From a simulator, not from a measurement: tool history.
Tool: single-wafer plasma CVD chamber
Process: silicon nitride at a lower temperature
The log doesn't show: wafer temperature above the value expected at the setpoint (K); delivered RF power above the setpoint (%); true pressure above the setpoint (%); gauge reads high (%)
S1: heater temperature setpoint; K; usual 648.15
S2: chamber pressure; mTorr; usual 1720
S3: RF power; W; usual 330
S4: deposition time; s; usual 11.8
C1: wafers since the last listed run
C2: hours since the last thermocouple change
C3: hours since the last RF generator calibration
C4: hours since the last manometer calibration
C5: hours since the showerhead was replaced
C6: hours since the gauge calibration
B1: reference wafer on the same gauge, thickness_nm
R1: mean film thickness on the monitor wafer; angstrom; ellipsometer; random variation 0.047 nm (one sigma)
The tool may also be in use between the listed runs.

{"run": 1, "hour": 0.0, "S1": 648.15, "S2": 1720, "S3": 330, "S4": 10.3, "C1": 0, "C2": 733.9, "C3": 599.1, "C4": 491.2, "C5": 3283.1, "C6": 1415.4, "B1": 16.185, "R1": 127.28}
{"run": 2, "hour": 105.1, "S1": 648.15, "S2": 1720, "S3": 330, "S4": 13.3, "C1": 2355, "C2": 839, "C3": 704.2, "C4": 596.3, "C5": 3388.2, "C6": 1520.5, "B1": 16.187, "R1": 163.5}
{"hour": 159.4, "done": "gauge calibrated"}
{"run": 3, "hour": 213.0, "S1": 648.15, "S2": 1720, "S3": 330, "S4": 13.3, "C1": 2418, "C2": 946.9, "C3": 812.1, "C4": 704.2, "C5": 3496.1, "C6": 53.6, "B1": 16.209, "R1": 163.9}
{"run": 4, "hour": 256.3, "S1": 648.15, "S2": 1720, "S3": 330, "S4": 13.3, "C1": 970, "C2": 990.2, "C3": 855.4, "C4": 747.5, "C5": 3539.4, "C6": 96.9, "B1": 16.193, "R1": 163.98}
{"run": 5, "hour": 306.8, "S1": 643.15, "S2": 1720, "S3": 330, "S4": 11.8, "C1": 1132, "C2": 1040.7, "C3": 905.9, "C4": 798, "C5": 3589.9, "C6": 147.4, "B1": 16.21, "R1": 146.54}
{"run": 6, "hour": 350.9, "S1": 648.15, "S2": 1720, "S3": 330, "S4": 11.8, "C1": 988, "C2": 1084.8, "C3": 950, "C4": 842.1, "C5": 3634, "C6": 191.5, "B1": 16.203, "R1": 145.1}
{"run": 7, "hour": 431.2, "S1": 648.15, "S2": 1720, "S3": 330, "S4": 11.8, "C1": 1800, "C2": 1165.1, "C3": 1030.3, "C4": 922.4, "C5": 3714.3, "C6": 271.8, "B1": 16.185, "R1": 144.64}
{"run": 8, "hour": 532.3, "S1": 648.15, "S2": 1720, "S3": 330, "S4": 11.8, "C1": 2266, "C2": 1266.2, "C3": 1131.4, "C4": 1023.5, "C5": 3815.4, "C6": 372.9, "B1": 16.183, "R1": 145.04}
{"run": 9, "hour": 598.4, "S1": 648.15, "S2": 1720, "S3": 330, "S4": 11.8, "C1": 1481, "C2": 1332.3, "C3": 1197.5, "C4": 1089.6, "C5": 3881.5, "C6": 439, "B1": 16.21, "R1": 145.71}
{"run": 10, "hour": 699.9, "S1": 648.15, "S2": 1720, "S3": 330, "S4": 11.8, "C1": 2275, "C2": 1433.8, "C3": 1299, "C4": 1191.1, "C5": 3983, "C6": 540.5, "B1": 16.22, "R1": 144.05}
{"run": 11, "hour": 795.3, "S1": 648.15, "S2": 1720, "S3": 330, "S4": 11.8, "C1": 2138, "C2": 1529.2, "C3": 1394.4, "C4": 1286.5, "C5": 4078.4, "C6": 635.9, "B1": 16.177, "R1": 144.84}
{"run": 12, "hour": 876.6, "S1": 648.15, "S2": 1720, "S3": 330, "S4": 11.8, "C1": 1822, "C2": 1610.5, "C3": 1475.7, "C4": 1367.8, "C5": 4159.7, "C6": 717.2, "B1": 16.192, "R1": 144.69}
{"run": 13, "hour": 1033.6, "S1": 648.15, "S2": 1720, "S3": 330, "S4": 11.8, "C1": 3519, "C2": 1767.5, "C3": 1632.7, "C4": 1524.8, "C5": 4316.7, "C6": 874.2, "B1": 16.195, "R1": 146.03}
{"hour": 1070.3, "done": "capacitance manometer re-zeroed and calibrated"}
{"run": 14, "hour": 1071.2, "S1": 648.15, "S2": 1720, "S3": 285, "S4": 11.8, "C1": 663, "C2": 1805.1, "C3": 1670.3, "C4": 0.9, "C5": 4354.3, "C6": 911.8, "B1": 16.194, "R1": 136.13}
{"hour": 1106.6, "done": "thermocouple changed; heater temperature recalibrated"}
{"run": 15, "hour": 1147.2, "S1": 656.15, "S2": 2150, "S3": 365, "S4": 11.8, "C1": 1524, "C2": 40.6, "C3": 1746.3, "C4": 76.9, "C5": 4430.3, "C6": 987.8, "B1": 16.209, "R1": 154.37}
{"run": 16, "hour": 1352.0, "S1": 648.15, "S2": 1720, "S3": 330, "S4": 11.8, "C1": 4590, "C2": 245.4, "C3": 1951.1, "C4": 281.7, "C5": 4635.1, "C6": 1192.6, "B1": 16.202, "R1": 142.78}
{"hour": 1392.0, "done": "showerhead replaced"}
{"run": 17, "hour": 1392.5, "S1": 648.15, "S2": 1720, "S3": 330, "S4": 11.8, "C1": 728, "C2": 285.9, "C3": 1991.6, "C4": 322.2, "C5": 0.5, "C6": 1233.1, "B1": 16.21, "R1": 143.84}
{"hour": 1414.2, "done": "RF generator calibrated"}
{"run": 18, "hour": 1475.8, "S1": 654.15, "S2": 1720, "S3": 355, "S4": 9.5, "C1": 1687, "C2": 369.2, "C3": 61.6, "C4": 405.5, "C5": 83.8, "C6": 1316.4, "B1": 16.193, "R1": 121.55}
{"run": 19, "hour": 1601.2, "S1": 656.15, "S2": 2090, "S3": 290, "S4": 10.8, "C1": 2811, "C2": 494.6, "C3": 187, "C4": 530.9, "C5": 209.2, "C6": 1441.8, "B1": 16.201, "R1": 134.21}
{"run": 20, "hour": 1638.6, "S1": 648.15, "S2": 1720, "S3": 365, "S4": 11.8, "C1": 838, "C2": 532, "C3": 224.4, "C4": 568.3, "C5": 246.6, "C6": 1479.2, "B1": 16.197, "R1": 151.59}
{"run": 21, "hour": 1687.5, "S1": 648.15, "S2": 1530, "S3": 385, "S4": 9.7, "C1": 1096, "C2": 580.9, "C3": 273.3, "C4": 617.2, "C5": 295.5, "C6": 1528.1, "B1": 16.214, "R1": 123.17}
{"hour": 1726.1, "done": "gauge calibrated"}
{"run": 22, "hour": 1810.9, "S1": 634.15, "S2": 1720, "S3": 385, "S4": 9.8, "C1": 2766, "C2": 704.3, "C3": 396.7, "C4": 740.6, "C5": 418.9, "C6": 84.8, "B1": 16.211, "R1": 129.52}
{"run": 23, "hour": 1918.2, "S1": 648.15, "S2": 1720, "S3": 395, "S4": 11.8, "C1": 2405, "C2": 811.6, "C3": 504, "C4": 847.9, "C5": 526.2, "C6": 192.1, "B1": 16.182, "R1": 154.93}
{"run": 24, "hour": 1984.2, "S1": 648.15, "S2": 1720, "S3": 330, "S4": 11.8, "C1": 1479, "C2": 877.6, "C3": 570, "C4": 913.9, "C5": 592.2, "C6": 258.1, "B1": 16.174, "R1": 145.75}
{"run": 25, "hour": 2076.3, "S1": 640.15, "S2": 1720, "S3": 330, "S4": 11.8, "C1": 2064, "C2": 969.7, "C3": 662.1, "C4": 1006, "C5": 684.3, "C6": 350.2, "B1": 16.184, "R1": 146.67}
{"run": 26, "hour": 2129.4, "S1": 648.15, "S2": 1720, "S3": 330, "S4": 11.8, "C1": 1190, "C2": 1022.8, "C3": 715.2, "C4": 1059.1, "C5": 737.4, "C6": 403.3, "B1": 16.162, "R1": 146.48}
{"run": 27, "hour": 2180.7, "S1": 648.15, "S2": 1720, "S3": 270, "S4": 11.8, "C1": 1149, "C2": 1074.1, "C3": 766.5, "C4": 1110.4, "C5": 788.7, "C6": 454.6, "B1": 16.194, "R1": 136.73}
{"run": 28, "hour": 2243.9, "S1": 658.15, "S2": 1460, "S3": 375, "S4": 9.9, "C1": 1416, "C2": 1137.3, "C3": 829.7, "C4": 1173.6, "C5": 851.9, "C6": 517.8, "B1": 16.195, "R1": 122.98}

Hidden state at the last listed run before each entry between runs and at the first one after, where it differs:
Between runs 2 and 3: gauge calibrated (hour 159.4)
  delivered RF power above the setpoint (%): -5.95 -> -6.4; true pressure above the setpoint (%): 5.15 -> 5.6
  measured less the result without the state, R1: -1.56 -> -1.66 angstrom
Between runs 13 and 14: capacitance manometer re-zeroed and calibrated (hour 1070.3)
  delivered RF power above the setpoint (%): -8.33 -> -8.38; true pressure above the setpoint (%): 7 -> -0.714
  measured less the result without the state, R1: -2.06 -> -4.19 angstrom
Between runs 14 and 15: thermocouple changed; heater temperature recalibrated (hour 1106.6)
  delivered RF power above the setpoint (%): -8.38 -> -8.48; true pressure above the setpoint (%): -0.714 -> 0.501
  measured less the result without the state, R1: -4.19 -> -4.17 angstrom
Between runs 16 and 17: showerhead replaced (hour 1392)
  delivered RF power above the setpoint (%): -8.68 -> -8.72; true pressure above the setpoint (%): 2.92 -> 3.28
  measured less the result without the state, R1: -3.38 -> -3.32 angstrom
Between runs 17 and 18: RF generator calibrated (hour 1414.2)
  delivered RF power above the setpoint (%): -8.72 -> -1.47; true pressure above the setpoint (%): 3.28 -> 3.93
  measured less the result without the state, R1: -3.32 -> +0.41 angstrom
Between runs 21 and 22: gauge calibrated (hour 1726.1)
  delivered RF power above the setpoint (%): -3.31 -> -4.18; true pressure above the setpoint (%): 5.14 -> 5.62
  measured less the result without the state, R1: +0.02 -> -0.25 angstrom
